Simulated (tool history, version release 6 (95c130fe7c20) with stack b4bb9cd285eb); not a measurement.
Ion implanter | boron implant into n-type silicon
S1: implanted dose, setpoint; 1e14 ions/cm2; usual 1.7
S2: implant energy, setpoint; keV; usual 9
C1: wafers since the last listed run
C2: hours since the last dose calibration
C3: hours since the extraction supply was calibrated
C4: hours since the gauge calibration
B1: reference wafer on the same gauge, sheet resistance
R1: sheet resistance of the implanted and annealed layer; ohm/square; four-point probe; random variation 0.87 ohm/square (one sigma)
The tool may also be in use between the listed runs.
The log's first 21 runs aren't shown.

run    hour    S1    S2    C1      C2      C3      C4      B1      R1
     1895.4  -- gauge calibrated
 22    1964   2.1    11  1585   709.8   142.8    68.6  629.49  480.47
 23  2055.5     2    10  1350   801.3   234.3   160.1  629.26  506.29
 24    2103  2.13    12   701   848.8   281.8   207.6  629.31  468.93
 25  2169.7   1.7     9   984   915.5   348.5   274.3  629.01  586.13
 26  2210.4  1.87     9   600   956.2   389.2     315  629.05  542.88
 27    2288  2.15     9  1145  1033.8   466.8   392.6  628.94  484.65
 28  2370.1   1.7     9  1211  1115.9   548.9   474.7  629.37  588.25
 29  2412.6   1.7     9   627  1158.4   591.4   517.2  628.92  588.97
     2423.7  -- Faraday cup replaced and dose calibrated
 30  2484.5   1.7     9   943    60.8   663.3   589.1     629   582.4
 31  2591.1   1.7     9  1573   167.4   769.9   695.7  628.73  583.02
 32  2657.5  2.07  10.5   979   233.8   836.3   762.1  629.28  485.32
 33  2726.7  1.44    11  1021     303   905.5   831.3  628.99  649.77
 34  2789.3   1.7     9   923   365.6   968.1   893.9  629.02  583.86
 35  2888.7  2.01     9  1466     465  1067.5   993.3  629.08  510.09
 36  2946.1  1.26     7   847   522.4  1124.9  1050.7  629.33     769
 37  3025.4  2.14  10.5  1170   601.7  1204.2    1130  628.89  477.14

Forecast each of these 4 alternatives for the next run:
  A  3025.8   1.7     9   5  602.1  1204.6  1130.4   ?   ?
  B  3025.8  2.07  11.5   5  602.1  1204.6  1130.4   ?   ?
  C  3025.8  2.06     7   5  602.1  1204.6  1130.4   ?   ?
  D  3025.8  1.85   7.5   5  602.1  1204.6  1130.4   ?   ?

run      B1      R1
  A  628.74  584.19
  B  628.74  482.62
  C  628.74  515.32
  D  628.74  557.86
Without the tool's hidden state the same runs would have given:
run      R1
  A  578.96
  B  478.24
  C  510.65
  D  552.85
